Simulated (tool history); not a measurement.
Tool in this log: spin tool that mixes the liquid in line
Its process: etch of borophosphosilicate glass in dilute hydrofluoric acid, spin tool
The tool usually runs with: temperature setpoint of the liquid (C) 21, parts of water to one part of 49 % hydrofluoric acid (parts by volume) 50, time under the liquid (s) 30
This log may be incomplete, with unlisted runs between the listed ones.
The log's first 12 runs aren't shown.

run,hour,temperature setpoint of the liquid (C),parts of water to one part of 49 % hydrofluoric acid (parts by volume),time under the liquid (s),"read-back film thickness of the borophosphosilicate glass reference wafer, read on the same gauge (nm)",thickness taken off the borophosphosilicate glass on a monitor wafer (angstrom)
13,652.8,21,50,30,150.02,250.9
14,701.4,21,50,30,149.97,250.5
15,747.6,21,50,30,150.04,254.6
16,805.4,19,65,35,149.98,203.9
# hour 825.4: thermometer replaced
17,868.6,25.5,70,40,149.97,303.3
18,901.9,21,50,30,149.95,276.4
19,958.4,21,25,30,149.98,556.6
20,983.5,21,70,30,149.97,189.9
21,1015.5,21,50,30,150.01,272.4
22,1042.6,19.5,50,30,149.99,254.1
23,1100.4,21,30,30,150.01,467.2
24,1167.8,21,55,30,149.98,247.5
25,1211.3,19,35,15,149.97,181.6
26,1280.5,24.5,50,30,150.01,317.7
27,1310.5,21,40,30,149.97,347.1
28,1461.6,21,60,30,150.01,224.2
29,1518.2,21,65,45,149.97,312
30,1575.7,23,70,50,150.05,339.5
31,1614.3,21,50,30,150.04,271.4

Branching from run 31: 4 alternative next runs. What would each branch give?
A,1614.7,21,50,30,?,?
B,1614.7,24,70,50,?,?
C,1614.7,21,50,25,?,?
D,1614.7,24,35,20,?,?

run,"read-back film thickness of the borophosphosilicate glass reference wafer, read on the same gauge (nm)",thickness taken off the borophosphosilicate glass on a monitor wafer (angstrom)
A,150,272.5
B,150,359.1
C,150,227.1
D,150,299.9
Without the tool's hidden state the same runs would have given:
run,thickness taken off the borophosphosilicate glass on a monitor wafer (angstrom)
A,265.9
B,349.4
C,221.6
D,292.7
